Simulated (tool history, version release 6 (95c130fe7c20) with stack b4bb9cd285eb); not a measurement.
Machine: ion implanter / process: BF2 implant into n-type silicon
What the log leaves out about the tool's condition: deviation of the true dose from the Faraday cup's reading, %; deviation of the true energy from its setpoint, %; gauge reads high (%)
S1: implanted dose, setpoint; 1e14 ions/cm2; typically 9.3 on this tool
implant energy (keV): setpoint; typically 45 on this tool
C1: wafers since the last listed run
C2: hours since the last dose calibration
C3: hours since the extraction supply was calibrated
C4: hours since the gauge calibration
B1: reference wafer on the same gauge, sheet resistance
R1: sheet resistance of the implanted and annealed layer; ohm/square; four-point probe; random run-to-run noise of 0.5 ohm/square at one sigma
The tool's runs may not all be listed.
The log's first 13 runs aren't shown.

{"run": 14, "hour": 1050.3, "S1": 9.3, "implant energy (keV)": 45, "C1": 3437, "C2": 1382.7, "C3": 4488.5, "C4": 216.4, "B1": 167.02, "R1": 159.79}
{"hour": 1168.8, "done": "extraction supply calibrated"}
{"run": 15, "hour": 1252.0, "S1": 9.3, "implant energy (keV)": 45, "C1": 4415, "C2": 1584.4, "C3": 83.2, "C4": 418.1, "B1": 166.91, "R1": 156.61}
{"run": 16, "hour": 1317.4, "S1": 9.3, "implant energy (keV)": 45, "C1": 1490, "C2": 1649.8, "C3": 148.6, "C4": 483.5, "B1": 167.19, "R1": 156.27}
{"run": 17, "hour": 1421.8, "S1": 9.3, "implant energy (keV)": 32.5, "C1": 2380, "C2": 1754.2, "C3": 253, "C4": 587.9, "B1": 166.8, "R1": 179.29}
{"run": 18, "hour": 1529.3, "S1": 9.3, "implant energy (keV)": 45, "C1": 2450, "C2": 1861.7, "C3": 360.5, "C4": 695.4, "B1": 167.02, "R1": 157.33}
{"hour": 1541.0, "done": "Faraday cup replaced and dose calibrated"}
{"run": 19, "hour": 1590.1, "S1": 7.14, "implant energy (keV)": 34, "C1": 1203, "C2": 49.1, "C3": 421.3, "C4": 756.2, "B1": 167.22, "R1": 197.88}
{"run": 20, "hour": 1647.2, "S1": 6.51, "implant energy (keV)": 33, "C1": 1301, "C2": 106.2, "C3": 478.4, "C4": 813.3, "B1": 166.97, "R1": 208.21}
{"run": 21, "hour": 1710.5, "S1": 6.56, "implant energy (keV)": 54.5, "C1": 1443, "C2": 169.5, "C3": 541.7, "C4": 876.6, "B1": 167.07, "R1": 185.93}
{"run": 22, "hour": 1782.0, "S1": 9.3, "implant energy (keV)": 31.5, "C1": 1630, "C2": 241, "C3": 613.2, "C4": 948.1, "B1": 167.16, "R1": 181.75}
{"run": 23, "hour": 1842.4, "S1": 9.3, "implant energy (keV)": 33.5, "C1": 1376, "C2": 301.4, "C3": 673.6, "C4": 1008.5, "B1": 166.95, "R1": 175.99}
{"run": 24, "hour": 1911.5, "S1": 11.11, "implant energy (keV)": 37, "C1": 1575, "C2": 370.5, "C3": 742.7, "C4": 1077.6, "B1": 166.96, "R1": 161.18}

Expected results for the next run?
{"run": 25, "hour": 1994.6, "S1": 12, "implant energy (keV)": 57.5, "C1": 1894, "C2": 453.6, "C3": 825.8, "C4": 1160.7, "B1": "?", "R1": "?"}

Run 25 produced B1 167.06, R1 127.97 ohm/square.
With the hidden condition absent and the run-to-run variation left alone, this run would have shown R1 127.65 ohm/square.
